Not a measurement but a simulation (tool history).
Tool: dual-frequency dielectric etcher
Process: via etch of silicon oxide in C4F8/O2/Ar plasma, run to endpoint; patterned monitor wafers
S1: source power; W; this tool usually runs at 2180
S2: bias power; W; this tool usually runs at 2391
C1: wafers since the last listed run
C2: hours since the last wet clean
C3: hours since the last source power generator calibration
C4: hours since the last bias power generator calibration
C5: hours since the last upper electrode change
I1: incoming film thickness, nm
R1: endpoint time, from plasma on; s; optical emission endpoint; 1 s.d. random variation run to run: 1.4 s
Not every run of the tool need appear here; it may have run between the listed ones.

run	hour	S1	S2	C1	C2	C3	C4	C5	I1	R1
1	0.0	2180	2391	0	126.4	1279.1	3298.6	1198.3	2282.8	439.9
2	56.5	2180	2391	306	182.9	1335.6	3355.1	1254.8	2283.4	437.7
3	115.4	2180	2391	319	241.8	1394.5	3414.0	1313.7	2286.5	439.8
4	280.3	2180	2391	893	406.7	1559.4	3578.9	1478.6	2268.2	441.5
5	329.0	2180	2391	263	455.4	1608.1	3627.6	1527.3	2294.2	446.4
6	516.8	2180	2391	1017	643.2	1795.9	3815.4	1715.1	2287.9	449.7
# hour 619.7: wet clean of the chamber
7	672.7	2180	2391	714	53.0	1951.8	3971.3	1871.0	2272.0	433.9
# hour 762.0: source power generator calibrated
8	766.9	2180	2391	488	147.2	4.9	4065.5	1965.2	2254.4	431.8
9	808.1	2180	2391	223	188.4	46.1	4106.7	2006.4	2268.6	435.9
10	844.8	2180	2391	198	225.1	82.8	4143.4	2043.1	2294.5	444.6
11	882.0	2060	2073	201	262.3	120.0	4180.6	2080.3	2265.6	471.2
12	928.9	2180	2391	254	309.2	166.9	4227.5	2127.2	2272.3	439.3
13	1020.3	2180	2832	495	400.6	258.3	4318.9	2218.6	2309.5	431.0
14	1107.8	2560	2006	474	488.1	345.8	4406.4	2306.1	2303.3	425.1
# hour 1196.0: wet clean of the chamber
# hour 1313.9: bias power generator calibrated
15	1351.1	2550	2391	1166	155.1	589.1	37.2	2549.4	2264.0	394.1
16	1431.7	2650	2923	436	235.7	669.7	117.8	2630.0	2261.4	365.6
17	1516.6	1670	2108	460	320.6	754.6	202.7	2714.9	2271.1	547.3
18	1618.3	2180	2391	551	422.3	856.3	304.4	2816.6	2264.8	442.3
19	1678.0	2550	2391	323	482.0	916.0	364.1	2876.3	2264.3	400.5
# hour 1752.0: upper electrode replaced
20	1752.5	1710	2391	273	556.5	990.5	438.6	0.5	2267.5	522.3
21	1796.0	2180	2391	235	600.0	1034.0	482.1	44.0	2282.5	446.2
22	1845.9	2180	2391	270	649.9	1083.9	532.0	93.9	2255.6	441.7
# hour 1913.3: wet clean of the chamber
23	1931.1	1960	2391	331	17.8	1169.1	617.2	179.1	2264.5	464.7
24	1972.5	2440	2608	224	59.2	1210.5	658.6	220.5	2282.8	401.4
25	2048.2	2180	2391	410	134.9	1286.2	734.3	296.2	2273.9	434.3
26	2144.8	1960	2709	523	231.5	1382.8	830.9	392.8	2300.4	460.8
27	2220.5	2180	2391	410	307.2	1458.5	906.6	468.5	2257.6	433.9
28	2295.8	1990	2391	408	382.5	1533.8	981.9	543.8	2278.9	471.9
29	2350.5	1800	1968	296	437.2	1588.5	1036.6	598.5	2275.4	531.1
30	2390.6	2180	2391	217	477.3	1628.6	1076.7	638.6	2271.1	443.3
31	2529.6	2370	2593	753	616.3	1767.6	1215.7	777.6	2253.2	412.2
# hour 2569.2: wet clean of the chamber
32	2604.0	1890	2191	273	34.8	1842.0	1290.1	852.0	2287.9	487.7
33	2704.4	1690	2194	544	135.2	1942.4	1390.5	952.4	2296.0	533.9
34	2748.8	2520	2391	240	179.6	1986.8	1434.9	996.8	2262.1	398.1
35	2839.1	2180	2391	489	269.9	2077.1	1525.2	1087.1	2294.4	442.1

Selected run-to-run steps in R1, each split into two signed amounts: the part the tool would show with no hidden state at all (from settings, incoming material and random variation), and the remainder, which goes to the hidden state together with any gauge scatter not common to the measured and the hidden-state-free results:
Unlogged tool condition in this case: etch rate over this chamber's usual, %; source power that arrives over what is set, %; bias power that arrives over what is set, %.
Run 6 -> 7: wet clean of the chamber. R1 -15.8 s: hidden state -11.8, all else -4.0.
Run 16 -> 17: S1 2650 -> 1670, S2 2923 -> 2108. R1 +181.7 s: hidden state +3.5, all else +178.2.
Run 19 -> 20: S1 2550 -> 1710, upper electrode replaced. R1 +121.8 s: hidden state +4.0, all else +117.8.
Run 22 -> 23: S1 2180 -> 1960, wet clean of the chamber. R1 +23.0 s: hidden state -10.5, all else +33.5.
Run 31 -> 32: S1 2370 -> 1890, S2 2593 -> 2191, wet clean of the chamber. R1 +75.5 s: hidden state -12.5, all else +88.0.
Run 33 -> 34: S1 1690 -> 2520, S2 2194 -> 2391. R1 -135.8 s: hidden state +0.4, all else -136.2.
